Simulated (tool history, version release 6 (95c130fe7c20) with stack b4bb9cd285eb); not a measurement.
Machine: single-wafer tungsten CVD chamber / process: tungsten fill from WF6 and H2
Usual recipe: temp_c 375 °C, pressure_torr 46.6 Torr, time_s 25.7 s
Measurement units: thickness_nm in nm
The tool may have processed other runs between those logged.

run	hour	temp_c	pressure_torr	time_s	read-back reference wafer on the same gauge, thickness_nm	thickness_nm
1	0.0	375	46.6	25.7	67.649	58.437
2	62.7	375	46.6	25.7	67.607	58.095
3	132.4	375	46.6	25.7	67.920	58.210
4	236.5	375	46.6	25.7	67.889	57.613
5	271.4	375	46.6	25.7	67.804	57.928
6	340.4	375	46.6	25.7	67.824	57.928
# hour 406.0: capacitance manometer re-zeroed and calibrated
7	406.5	375	46.6	25.7	67.844	58.054
8	441.8	375	39.3	20.7	67.868	44.655
# hour 483.8: showerhead replaced
# hour 497.9: gauge calibrated
# hour 635.7: thermocouple changed; heater temperature recalibrated
9	655.6	375	46.6	25.7	67.891	60.342
10	711.5	388	55.1	27.7	67.695	90.771
11	780.5	370	42.7	25.7	67.780	51.158
12	831.5	388	52.1	22.5	67.799	71.365
13	1001.4	364	52.1	27.1	67.877	49.009
14	1036.5	375	46.6	25.7	67.579	58.729

What if the next run were any one of these 3? Each begins from the tool's condition after run 14:
A	1036.9	375	46.6	25.7	?	?
B	1036.9	375	46.6	24.4	?	?
C	1036.9	381	35.2	27.1	?	?

run	read-back reference wafer on the same gauge, thickness_nm	thickness_nm
A	67.852	58.570
B	67.852	55.595
C	67.852	66.168
What these runs would have given with no unlogged condition in the tool:
run	thickness_nm
A	59.728
B	56.694
C	67.432

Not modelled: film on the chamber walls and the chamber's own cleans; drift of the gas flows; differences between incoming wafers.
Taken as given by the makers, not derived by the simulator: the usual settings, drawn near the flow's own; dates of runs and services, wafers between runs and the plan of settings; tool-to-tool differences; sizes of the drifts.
